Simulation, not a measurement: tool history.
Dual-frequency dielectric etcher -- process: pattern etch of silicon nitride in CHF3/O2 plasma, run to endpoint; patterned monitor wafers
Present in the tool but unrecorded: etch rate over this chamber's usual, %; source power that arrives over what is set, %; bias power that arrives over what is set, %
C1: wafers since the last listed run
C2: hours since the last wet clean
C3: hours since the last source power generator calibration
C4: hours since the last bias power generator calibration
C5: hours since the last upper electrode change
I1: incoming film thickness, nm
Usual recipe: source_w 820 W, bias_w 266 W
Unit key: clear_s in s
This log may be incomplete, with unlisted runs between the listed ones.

{"run": 1, "hour": 0.0, "source_w": 750, "bias_w": 266, "C1": 0, "C2": 511.7, "C3": 3862.6, "C4": 1016.2, "C5": 4349.6, "I1": 88.2, "clear_s": 49.7}
{"hour": 94.0, "done": "wet clean of the chamber"}
{"run": 2, "hour": 94.5, "source_w": 750, "bias_w": 266, "C1": 1170, "C2": 0.5, "C3": 3957.1, "C4": 1110.7, "C5": 4444.1, "I1": 88.9, "clear_s": 50.2}
{"run": 3, "hour": 285.4, "source_w": 750, "bias_w": 266, "C1": 3168, "C2": 191.4, "C3": 4148.0, "C4": 1301.6, "C5": 4635.0, "I1": 89.0, "clear_s": 50.3}
{"run": 4, "hour": 362.2, "source_w": 820, "bias_w": 266, "C1": 1274, "C2": 268.2, "C3": 4224.8, "C4": 1378.4, "C5": 4711.8, "I1": 88.0, "clear_s": 48.0}
{"run": 5, "hour": 599.6, "source_w": 680, "bias_w": 266, "C1": 3940, "C2": 505.6, "C3": 4462.2, "C4": 1615.8, "C5": 4949.2, "I1": 88.2, "clear_s": 52.0}
{"run": 6, "hour": 682.0, "source_w": 680, "bias_w": 266, "C1": 1367, "C2": 588.0, "C3": 4544.6, "C4": 1698.2, "C5": 5031.6, "I1": 88.3, "clear_s": 52.0}
{"hour": 717.3, "done": "wet clean of the chamber"}
{"hour": 809.4, "done": "upper electrode replaced, of another model than before"}
{"run": 7, "hour": 847.8, "source_w": 680, "bias_w": 266, "C1": 1955, "C2": 130.5, "C3": 4710.4, "C4": 1864.0, "C5": 38.4, "I1": 89.0, "clear_s": 55.0}
{"run": 8, "hour": 903.4, "source_w": 820, "bias_w": 266, "C1": 922, "C2": 186.1, "C3": 4766.0, "C4": 1919.6, "C5": 94.0, "I1": 88.9, "clear_s": 48.6}
{"run": 9, "hour": 965.5, "source_w": 820, "bias_w": 266, "C1": 1030, "C2": 248.2, "C3": 4828.1, "C4": 1981.7, "C5": 156.1, "I1": 88.4, "clear_s": 48.3}
{"run": 10, "hour": 1045.8, "source_w": 760, "bias_w": 266, "C1": 1332, "C2": 328.5, "C3": 4908.4, "C4": 2062.0, "C5": 236.4, "I1": 87.9, "clear_s": 50.3}
{"run": 11, "hour": 1143.6, "source_w": 820, "bias_w": 266, "C1": 1623, "C2": 426.3, "C3": 5006.2, "C4": 2159.8, "C5": 334.2, "I1": 88.9, "clear_s": 48.7}
{"hour": 1181.3, "done": "bias power generator calibrated"}
{"hour": 1190.0, "done": "source power generator calibrated"}
{"hour": 1193.2, "done": "wet clean of the chamber"}
{"run": 12, "hour": 1206.5, "source_w": 920, "bias_w": 329, "C1": 858, "C2": 13.3, "C3": 16.5, "C4": 25.2, "C5": 397.1, "I1": 88.5, "clear_s": 42.2}
{"run": 13, "hour": 1285.8, "source_w": 730, "bias_w": 314, "C1": 1316, "C2": 92.6, "C3": 95.8, "C4": 104.5, "C5": 476.4, "I1": 89.0, "clear_s": 49.5}
{"run": 14, "hour": 1340.2, "source_w": 820, "bias_w": 214, "C1": 902, "C2": 147.0, "C3": 150.2, "C4": 158.9, "C5": 530.8, "I1": 88.4, "clear_s": 50.8}
{"run": 15, "hour": 1439.0, "source_w": 820, "bias_w": 305, "C1": 1639, "C2": 245.8, "C3": 249.0, "C4": 257.7, "C5": 629.6, "I1": 88.2, "clear_s": 45.8}
{"run": 16, "hour": 1476.8, "source_w": 710, "bias_w": 233, "C1": 627, "C2": 283.6, "C3": 286.8, "C4": 295.5, "C5": 667.4, "I1": 88.8, "clear_s": 54.6}
{"run": 17, "hour": 1584.2, "source_w": 670, "bias_w": 266, "C1": 1782, "C2": 391.0, "C3": 394.2, "C4": 402.9, "C5": 774.8, "I1": 88.2, "clear_s": 54.9}
{"run": 18, "hour": 1644.4, "source_w": 980, "bias_w": 245, "C1": 999, "C2": 451.2, "C3": 454.4, "C4": 463.1, "C5": 835.0, "I1": 88.1, "clear_s": 43.8}
{"hour": 1695.5, "done": "wet clean of the chamber"}
{"run": 19, "hour": 1723.2, "source_w": 920, "bias_w": 329, "C1": 909, "C2": 27.7, "C3": 533.2, "C4": 541.9, "C5": 913.8, "I1": 88.7, "clear_s": 42.2}

Run 20 has not been measured yet. What should we expect?
{"run": 20, "hour": 1801.4, "source_w": 820, "bias_w": 215, "C1": 1298, "C2": 105.9, "C3": 611.4, "C4": 620.1, "C5": 992.0, "I1": 89.1, "clear_s": "?"}

Run 20 produced clear_s 51.0 s.
On a tool with no hidden condition, and with the same random variation, this run would have come out at clear_s 51.0 s.

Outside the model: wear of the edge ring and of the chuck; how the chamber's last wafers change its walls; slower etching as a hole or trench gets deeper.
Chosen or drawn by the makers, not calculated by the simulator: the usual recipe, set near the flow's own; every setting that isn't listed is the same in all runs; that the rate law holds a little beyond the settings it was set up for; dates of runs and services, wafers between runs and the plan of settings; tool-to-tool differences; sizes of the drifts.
